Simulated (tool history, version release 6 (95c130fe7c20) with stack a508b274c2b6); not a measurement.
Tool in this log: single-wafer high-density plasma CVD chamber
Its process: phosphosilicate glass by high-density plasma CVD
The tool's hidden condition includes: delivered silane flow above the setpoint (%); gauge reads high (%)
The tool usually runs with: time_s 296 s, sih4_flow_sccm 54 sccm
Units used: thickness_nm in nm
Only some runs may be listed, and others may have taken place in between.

run    hour  time_s  sih4_flow_sccm  wafers since the last listed run  hours since the silane flow controller was replaced  hours since the gauge calibration  read-back reference wafer on the same gauge, thickness_nm  thickness_nm
  1       0     341              57                                 0                                               1106.1                              121.4                                                   1728.839      1788.192
  2    14.1     296              58                                80                                               1120.2                              135.5                                                   1729.509      1586.415
  3    33.8     318              54                               112                                               1139.9                              155.2                                                   1728.947      1582.294
  4    69.2     296              54                               201                                               1175.3                              190.6                                                   1729.435      1477.144
  5   101.4     296              54                               183                                               1207.5                              222.8                                                   1728.843      1460.468
  6   130.4     296              54                               165                                               1236.5                              251.8                                                   1728.525      1479.375
  7   159.2     296              54                               164                                               1265.3                              280.6                                                   1732.108      1463.665
  8   180.7     296              54                               122                                               1286.8                              302.1                                                   1730.712      1472.332
  9   193.8     296              54                                74                                               1299.9                              315.2                                                   1729.675      1465.707
 10   228.9     296              54                               199                                                 1335                              350.3                                                   1729.359      1461.756
 11   253.4     296              54                               139                                               1359.5                              374.8                                                    1730.58      1461.807
 12   276.6     296              54                               132                                               1382.7                                398                                                   1729.397      1456.762
 13   299.8     296              54                               132                                               1405.9                              421.2                                                   1729.379      1451.839
 14   335.2     255              54                               201                                               1441.3                              456.6                                                   1729.942      1254.261
 15   362.5     255              54                               155                                               1468.6                              483.9                                                   1729.043      1253.871
 16   376.6     255              54                                80                                               1482.7                                498                                                    1731.56      1256.467
 17   389.8     296              46                                75                                               1495.9                              511.2                                                   1730.158      1237.129
 18   421.2     296              46                               178                                               1527.3                              542.6                                                    1730.32      1235.905
 19   439.9     296              52                               106                                                 1546                              561.3                                                   1732.273      1403.515
 20   454.5     296              52                                83                                               1560.6                              575.9                                                   1731.004      1406.201
 21   472.9     296              57                               104                                                 1579                              594.3                                                   1732.731      1534.087
 22   494.9     296              57                               125                                                 1601                              616.3                                                   1729.727      1526.727
 23   521.7     346              54                               152                                               1627.8                              643.1                                                   1729.966      1695.558
 24   538.3     296              54                                94                                               1644.4                              659.7                                                   1731.035      1443.684
 25   564.3     333              62                               148                                               1670.4                              685.7                                                   1729.479      1862.578
      591.7  -- silane flow controller replaced
 26   592.2     296              54                               113                                                  0.5                              713.6                                                   1729.708      1527.699
 27   660.3     296              54                               387                                                 68.6                              781.7                                                   1729.444      1527.314
 28   695.4     296              48                               199                                                103.7                              816.8                                                   1730.894      1362.451
 29   708.4     296              49                                74                                                116.7                              829.8                                                   1729.472      1389.955
 30   732.5     296              54                               137                                                140.8                              853.9                                                   1730.317      1532.934
 31   753.3     296              50                               118                                                161.6                              874.7                                                    1729.09      1418.056
      766.9  -- gauge calibrated
 32     768     275              60                                83                                                176.3                                1.1                                                   1731.998      1574.014
 33   801.2     296              54                               189                                                209.5                               34.3                                                   1730.302        1530.1
 34   814.6     311              46                                76                                                222.9                               47.7                                                   1730.212        1369.6
 35   833.6     280              63                               108                                                241.9                               66.7                                                   1732.176      1687.821
 36   850.2     296              54                                94                                                258.5                               83.3                                                   1727.918      1522.649
 37   877.3     265              47                               154                                                285.6                              110.4                                                   1729.814      1189.963
 38   893.8     263              54                                94                                                302.1                              126.9                                                   1728.533      1359.964
 39   920.8     280              51                               153                                                329.1                              153.9                                                   1731.072      1371.445
 40   942.7     254              54                               124                                                  351                              175.8                                                   1728.912      1313.257
 41   969.1     296              54                               150                                                377.4                              202.2                                                   1730.829      1520.178
 42  1001.6     266              47                               185                                                409.9                              234.7                                                   1730.294      1190.556
 43  1024.7     262              54                               131                                                  433                              257.8                                                   1729.939      1344.314
 44  1050.2     257              58                               145                                                458.5                              283.3                                                   1729.482      1417.161
 45  1084.8     250              54                               197                                                493.1                              317.9                                                   1730.652      1289.942
 46  1119.2     346              49                               195                                                527.5                              352.3                                                   1729.539      1616.823
 47  1141.8     296              54                               128                                                550.1                              374.9                                                   1728.314      1524.067

Per-run results on a tool with no hidden state, each run keeping its own random variation:
run  thickness_nm
  1      1837.937
  2      1631.228
  3      1627.956
  4      1521.434
  5      1505.799
  6      1526.739
  7      1511.982
  8      1522.053
  9      1515.891
 10      1513.681
 11      1515.076
 12      1511.138
 13      1507.341
 14      1303.977
 15      1304.968
 16      1308.404
 17       1288.95
 18      1289.326
 19      1465.319
 20      1469.025
 21      1603.878
 22      1597.697
 23       1776.46
 24      1513.684
 25      1955.177
 26       1514.23
 27       1513.94
 28      1350.625
 29      1377.941
 30      1519.806
 31      1406.025
 32      1560.759
 33      1517.465
 34      1358.391
 35      1674.198
 36       1510.52
 37      1180.708
 38      1349.555
 39      1361.246
 40       1303.74
 41      1509.536
 42      1182.611
 43      1335.677
 44      1408.467
 45      1282.573
 46      1608.314
 47      1516.522

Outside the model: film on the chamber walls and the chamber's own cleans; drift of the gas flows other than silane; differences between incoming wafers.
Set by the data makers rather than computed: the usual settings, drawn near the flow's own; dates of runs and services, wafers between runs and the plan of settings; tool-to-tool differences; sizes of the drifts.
